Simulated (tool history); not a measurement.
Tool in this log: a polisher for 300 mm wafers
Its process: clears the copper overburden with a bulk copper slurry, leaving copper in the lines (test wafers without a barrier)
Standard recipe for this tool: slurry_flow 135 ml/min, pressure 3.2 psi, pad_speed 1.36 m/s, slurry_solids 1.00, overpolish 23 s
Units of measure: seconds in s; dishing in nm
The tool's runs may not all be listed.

run,hour,slurry_flow,pressure,pad_speed,slurry_solids,overpolish,"incoming thickness of the incoming film, nm",seconds,dishing
1,0.0,135,3.2,1.36,1.00,23,1581.9,121.4,109.8
2,11.3,135,3.2,1.36,1.00,23,1559.0,120.7,106.8
3,19.8,135,3.6,1.36,1.00,23,1606.2,107.0,119.1
4,34.9,135,3.6,1.36,1.00,23,1618.4,112.4,115.6
5,50.4,135,3.6,1.36,1.00,23,1585.1,108.0,119.4
6,60.6,135,3.2,1.36,1.00,23,1605.5,123.5,107.7
7,76.7,155,3.2,1.02,1.00,23,1617.9,148.6,101.7
8,90.7,135,3.2,1.36,1.00,23,1593.6,123.4,108.8
9,103.8,135,3.2,1.36,1.00,23,1569.4,122.8,113.1
10,112.8,135,3.2,1.36,1.10,23,1606.8,123.1,110.6
11,127.7,135,3.2,1.36,1.00,23,1607.5,123.4,114.4
12,135.3,135,3.2,1.36,1.00,23,1581.4,121.0,110.7
13,147.6,135,3.2,1.36,1.00,23,1590.2,120.9,109.1
14,165.6,135,3.2,1.64,1.00,35,1606.9,94.5,132.5
15,180.2,155,3.2,1.16,1.00,23,1580.2,118.9,114.1
16,187.6,155,3.2,1.02,1.00,23,1563.4,129.8,111.2
17,200.7,135,2.5,1.36,0.90,16,1585.3,142.0,85.8
18,210.5,100,3.8,1.36,1.20,30,1601.5,96.8,136.9
19,223.6,135,3.2,1.66,1.00,23,1589.8,94.0,121.4
20,231.5,115,3.6,1.36,1.00,29,1599.5,102.0,133.4
21,238.1,110,3.2,1.16,1.00,23,1604.4,131.3,107.2
22,251.9,135,4.0,1.36,0.75,28,1595.9,93.0,133.6
23,267.3,135,3.2,1.72,0.90,23,1570.3,95.4,121.7
24,278.9,135,3.2,1.54,1.00,23,1597.1,101.9,119.6

The log once held 7 entries between its listed runs, left out of this copy. Where does each go, and what is different about the tool's unlogged condition between the listed run before it and the listed run after it?
From run 4 to run 5: slurry blender recalibrated (hour 45.4)
  no difference in the tool's unlogged condition between these two runs
  what was measured, less what the result would be without the hidden state, seconds: +12.4 -> +12.0 s; dishing: -7.3 -> -7.5 nm
From run 6 to run 7: worn pad replaced by a new one (hour 66.8)
  no difference in the tool's unlogged condition between these two runs
  what was measured, less what the result would be without the hidden state, seconds: +13.7 -> +16.6 s; dishing: -7.4 -> -7.6 nm
From run 13 to run 14: worn pad replaced by a new one (hour 155.0); head pressure recalibrated (hour 157.6); slurry blender recalibrated (hour 165.1)
  deviation of the head's pressure from its setpoint, %: -11.3 -> 0.568
  what was measured, less what the result would be without the hidden state, seconds: +13.7 -> -0.6 s; dishing: -7.7 -> +0.3 nm
From run 14 to run 15: slurry nozzle cleaned (hour 176.1)
  deviation of the head's pressure from its setpoint, %: 0.568 -> -0.134
  what was measured, less what the result would be without the hidden state, seconds: -0.6 -> +0.2 s; dishing: +0.3 -> -0.1 nm
From run 21 to run 22: worn pad replaced by a new one (hour 245.0)
  deviation of the head's pressure from its setpoint, %: -2.54 -> -3.03
  what was measured, less what the result would be without the hidden state, seconds: +3.4 -> +2.8 s; dishing: -1.7 -> -1.8 nm

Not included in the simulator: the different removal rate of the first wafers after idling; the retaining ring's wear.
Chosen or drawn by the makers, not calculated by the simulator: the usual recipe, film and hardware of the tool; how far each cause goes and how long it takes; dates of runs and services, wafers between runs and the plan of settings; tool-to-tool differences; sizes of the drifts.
